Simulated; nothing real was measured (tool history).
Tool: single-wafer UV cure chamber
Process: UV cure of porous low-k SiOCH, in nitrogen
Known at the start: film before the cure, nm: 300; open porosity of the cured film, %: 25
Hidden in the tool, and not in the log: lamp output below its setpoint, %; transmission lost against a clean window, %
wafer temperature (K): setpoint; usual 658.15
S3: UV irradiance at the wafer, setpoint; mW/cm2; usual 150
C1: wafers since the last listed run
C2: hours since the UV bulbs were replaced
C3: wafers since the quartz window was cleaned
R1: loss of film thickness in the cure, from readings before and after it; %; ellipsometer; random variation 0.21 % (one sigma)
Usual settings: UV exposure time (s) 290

Run 1, hour 0.0: usual settings; C1 0; C2 330.0; C3 181. Result: R1 15.039 %.
Run 2, hour 16.4: usual settings but S3 170 mW/cm2; C1 173; C2 346.4; C3 354. Result: R1 15.780 %.
Run 3, hour 29.9: usual settings; C1 142; C2 359.9; C3 497. Result: R1 15.240 %.
Run 4, hour 45.3: usual settings; C1 162; C2 375.3; C3 659. Result: R1 15.119 %.
Run 5, hour 65.0: usual settings; C1 208; C2 395.0; C3 867. Result: R1 15.558 %.
Run 6, hour 89.3: usual settings; C1 256; C2 419.3; C3 1124. Result: R1 15.606 %.
Run 7, hour 115.1: usual settings but S3 138 mW/cm2; C1 272; C2 445.1; C3 1397. Result: R1 14.613 %.
Run 8, hour 135.8: usual settings but UV exposure time (s) 400; C1 218; C2 465.8; C3 1615. Result: R1 16.516 %.
Run 9, hour 166.4: usual settings but S3 176 mW/cm2; C1 323; C2 496.4; C3 1938. Result: R1 15.796 %.
Run 10, hour 181.3: usual settings but S3 176 mW/cm2; C1 157; C2 511.3; C3 2096. Result: R1 15.866 %.
Run 11, hour 199.2: usual settings but S3 176 mW/cm2; C1 189; C2 529.2; C3 2285. Result: R1 16.223 %.
At hour 209.5: quartz window cleaned.
Run 12, hour 213.3: usual settings but S3 160 mW/cm2; C1 64; C2 543.3; C3 40. Result: R1 15.541 %.
Run 13, hour 242.4: usual settings; C1 307; C2 572.4; C3 347. Result: R1 14.812 %.
Run 14, hour 254.5: usual settings; C1 127; C2 584.5; C3 475. Result: R1 14.924 %.
Run 15, hour 267.2: usual settings; C1 134; C2 597.2; C3 609. Result: R1 14.624 %.
Run 16, hour 303.1: usual settings; C1 379; C2 633.1; C3 989. Result: R1 14.919 %.
Run 17, hour 384.3: usual settings; C1 857; C2 714.3; C3 1846. Result: R1 14.231 %.
Run 18, hour 406.3: usual settings; C1 232; C2 736.3; C3 2079. Result: R1 14.441 %.
At hour 429.1: quartz window cleaned.
Run 19, hour 436.5: usual settings; C1 234; C2 766.5; C3 78. Result: R1 14.451 %.
Run 20, hour 466.5: usual settings; C1 316; C2 796.5; C3 395. Result: R1 14.421 %.
Run 21, hour 484.5: usual settings but UV exposure time (s) 185; C1 190; C2 814.5; C3 585. Result: R1 12.262 %.
Run 22, hour 511.9: usual settings but UV exposure time (s) 185; C1 289; C2 841.9; C3 874. Result: R1 12.164 %.
Run 23, hour 528.2: usual settings but wafer temperature (K) 644.15; C1 172; C2 858.2; C3 1047. Result: R1 14.441 %.
Run 24, hour 546.2: usual settings but UV exposure time (s) 180, S3 179 mW/cm2; C1 190; C2 876.2; C3 1237. Result: R1 12.925 %.
Run 25, hour 576.5: usual settings but wafer temperature (K) 672.15, S3 113 mW/cm2; C1 320; C2 906.5; C3 1557. Result: R1 13.084 %.
Run 26, hour 593.2: usual settings but wafer temperature (K) 641.15; C1 176; C2 923.2; C3 1733. Result: R1 13.701 %.
Run 27, hour 608.4: usual settings but UV exposure time (s) 425; C1 160; C2 938.4; C3 1894. Result: R1 16.138 %.
Run 28, hour 631.1: usual settings; C1 239; C2 961.1; C3 2134. Result: R1 14.163 %.
At hour 689.4: quartz window cleaned.
Run 29, hour 734.0: usual settings but wafer temperature (K) 673.15, UV exposure time (s) 445, S3 173 mW/cm2; C1 1002; C2 1064.0; C3 470. Result: R1 17.162 %.
Run 30, hour 746.5: usual settings but wafer temperature (K) 648.15; C1 132; C2 1076.5; C3 603. Result: R1 13.885 %.
At hour 765.3: UV bulbs replaced.
Run 31, hour 775.1: usual settings but wafer temperature (K) 674.15, UV exposure time (s) 235; C1 217; C2 9.8; C3 820. Result: R1 14.867 %.
Run 32, hour 808.9: usual settings; C1 357; C2 43.6; C3 1177. Result: R1 15.758 %.
Run 33, hour 829.4: usual settings but wafer temperature (K) 673.15, UV exposure time (s) 445, S3 173 mW/cm2; C1 216; C2 64.1; C3 1394. Result: R1 19.172 %.
Run 34, hour 856.4: usual settings but wafer temperature (K) 651.15, UV exposure time (s) 245, S3 117 mW/cm2; C1 285; C2 91.1; C3 1679. Result: R1 13.455 %.
Run 35, hour 880.4: usual settings but S3 185 mW/cm2; C1 253; C2 115.1; C3 1933. Result: R1 16.570 %.
At hour 916.3: quartz window cleaned.
Run 36, hour 916.8: usual settings; C1 300; C2 151.5; C3 5. Result: R1 15.578 %.
Run 37, hour 940.0: usual settings but wafer temperature (K) 639.15, UV exposure time (s) 425, S3 111 mW/cm2; C1 245; C2 174.7; C3 250. Result: R1 15.865 %.
Run 38, hour 974.2: usual settings; C1 361; C2 208.9; C3 611. Result: R1 15.107 %.
Run 39, hour 1003.3: usual settings but S3 188 mW/cm2; C1 307; C2 238.0; C3 919. Result: R1 16.824 %.
Run 40, hour 1025.5: usual settings but wafer temperature (K) 665.15, UV exposure time (s) 460, S3 172 mW/cm2; C1 234; C2 260.2; C3 1153. Result: R1 18.592 %.
Run 41, hour 1061.2: usual settings but wafer temperature (K) 639.15, S3 120 mW/cm2; C1 377; C2 295.9; C3 1530. Result: R1 13.861 %.
Run 42, hour 1087.6: usual settings; C1 278; C2 322.3; C3 1809. Result: R1 15.256 %.
Run 43, hour 1121.5: usual settings but wafer temperature (K) 651.15, UV exposure time (s) 395; C1 358; C2 356.2; C3 2167. Result: R1 16.649 %.
At hour 1135.3: quartz window cleaned.
Run 44, hour 1146.0: usual settings; C1 174; C2 380.7; C3 113. Result: R1 15.022 %.

What the log doesn't show, run by run:
transmission lost against a clean window, %: 0 in every run
H1: lamp output below its setpoint, %
run    H1
  1    13
  2  13.5
  3  13.8
  4  14.2
  5  14.7
  6  15.4
  7    16
  8  16.6
  9  17.4
 10  17.8
 11  18.2
 12  18.6
 13  19.3
 14  19.7
 15    20
 16  20.9
 17    23
 18  23.6
 19  24.4
 20  25.2
 21  25.7
 22  26.4
 23  26.8
 24  27.3
 25    28
 26  28.5
 27  28.9
 28  29.5
 29  32.1
 30  32.5
 31  4.27
 32  5.15
 33  5.68
 34  6.38
 35  7.01
 36  7.96
 37  8.56
 38  9.45
 39  10.2
 40  10.8
 41  11.7
 42  12.4
 43  13.3
 44  13.9

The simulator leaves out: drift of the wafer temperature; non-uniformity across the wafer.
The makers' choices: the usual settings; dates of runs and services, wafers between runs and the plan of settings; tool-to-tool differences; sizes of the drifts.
